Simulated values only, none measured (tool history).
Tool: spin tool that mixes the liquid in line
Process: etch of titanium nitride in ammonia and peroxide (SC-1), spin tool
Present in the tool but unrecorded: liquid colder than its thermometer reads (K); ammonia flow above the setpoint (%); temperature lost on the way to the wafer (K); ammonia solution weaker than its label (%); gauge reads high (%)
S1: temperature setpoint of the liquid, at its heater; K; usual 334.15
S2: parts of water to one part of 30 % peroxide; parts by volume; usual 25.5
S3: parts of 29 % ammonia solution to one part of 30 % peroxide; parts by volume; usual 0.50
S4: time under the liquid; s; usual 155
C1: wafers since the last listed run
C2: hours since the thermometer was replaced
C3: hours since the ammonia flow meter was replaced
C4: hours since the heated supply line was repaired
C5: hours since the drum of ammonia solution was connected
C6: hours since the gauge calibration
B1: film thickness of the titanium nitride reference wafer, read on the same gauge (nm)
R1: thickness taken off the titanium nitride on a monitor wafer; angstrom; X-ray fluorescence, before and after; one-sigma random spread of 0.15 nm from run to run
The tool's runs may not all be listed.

run	hour	S1	S2	S3	S4	C1	C2	C3	C4	C5	C6	B1	R1
1	0.0	334.15	25.5	0.30	155	0	52.9	1086.4	374.0	547.3	1656.3	83.30	167.2
2	69.6	326.15	13.5	0.70	95	542	122.5	1156.0	443.6	616.9	1725.9	83.35	99.7
3	146.0	334.15	25.5	0.50	155	595	198.9	1232.4	520.0	693.3	1802.3	83.44	183.7
4	185.7	327.15	25.5	0.30	220	309	238.6	1272.1	559.7	733.0	1842.0	83.46	148.7
# hour 187.5: new drum of ammonia solution connected
5	273.6	334.15	25.5	0.50	155	677	326.5	1360.0	647.6	86.1	1929.9	83.54	183.2
# hour 313.8: ammonia flow meter replaced
6	358.6	330.15	25.5	0.35	85	655	411.5	44.8	732.6	171.1	2014.9	83.54	72.3
7	451.4	340.15	25.5	0.40	185	723	504.3	137.6	825.4	263.9	2107.7	83.63	307.2
8	534.5	334.15	14.0	0.50	90	647	587.4	220.7	908.5	347.0	2190.8	83.67	147.7
9	621.9	342.65	18.0	0.35	120	681	674.8	308.1	995.9	434.4	2278.2	83.68	276.2
10	712.5	334.15	38.5	0.25	155	706	765.4	398.7	1086.5	525.0	2368.8	83.75	128.2
11	776.9	340.15	25.5	0.40	100	502	829.8	463.1	1150.9	589.4	2433.2	83.76	164.9
12	866.1	337.15	19.5	0.50	155	695	919.0	552.3	1240.1	678.6	2522.4	83.80	260.0
# hour 875.9: new drum of ammonia solution connected
# hour 933.3: thermometer replaced
13	934.8	334.15	29.0	0.30	95	520	1.5	621.0	1308.8	58.9	2591.1	83.83	94.7
# hour 935.5: gauge calibrated
14	978.5	334.15	25.5	0.50	155	340	45.2	664.7	1352.5	102.6	43.0	80.27	174.0
15	1110.9	325.15	34.5	0.50	155	1032	177.6	797.1	1484.9	235.0	175.4	80.97	82.0
16	1176.3	324.65	22.0	0.70	105	509	243.0	862.5	1550.3	300.4	240.8	81.25	73.4
17	1268.3	334.15	25.5	0.50	155	717	335.0	954.5	1642.3	392.4	332.8	81.63	181.1
18	1372.2	342.65	25.5	0.30	245	810	438.9	1058.4	1746.2	496.3	436.7	82.03	442.0
19	1459.2	334.15	25.5	0.50	155	678	525.9	1145.4	1833.2	583.3	523.7	82.34	180.1
# hour 1490.3: new drum of ammonia solution connected
20	1545.3	334.15	25.5	0.40	155	663	612.0	1231.5	1919.3	55.0	609.8	82.60	175.0
21	1590.7	334.15	25.5	0.50	155	354	657.4	1276.9	1964.7	100.4	655.2	82.72	180.4
22	1684.3	326.15	22.0	0.30	90	729	751.0	1370.5	2058.3	194.0	748.8	82.96	60.1
23	1747.8	334.15	25.5	0.50	155	495	814.5	1434.0	2121.8	257.5	812.3	83.11	179.3

Below, some changes in R1 between adjacent runs. For each, the amount present without the hidden state too (settings, incoming material, random variation) and the amount remaining for the hidden state with gauge scatter not shared by both compared results:
Run 6 -> 7: S1 330.15 -> 340.15, S3 0.35 -> 0.40, S4 85 -> 185. R1 +234.9 angstrom: hidden state +10.3, all else +224.6.
Run 12 -> 13: S1 337.15 -> 334.15, S2 19.5 -> 29.0, S3 0.50 -> 0.30, S4 155 -> 95, new drum of ammonia solution connected, thermometer replaced. R1 -165.3 angstrom: hidden state -7.5, all else -157.8.
Run 17 -> 18: S1 334.15 -> 342.65, S3 0.50 -> 0.30, S4 155 -> 245. R1 +260.9 angstrom: hidden state +7.4, all else +253.5.
Run 18 -> 19: S1 342.65 -> 334.15, S3 0.30 -> 0.50, S4 245 -> 155. R1 -261.9 angstrom: hidden state -6.0, all else -255.9.
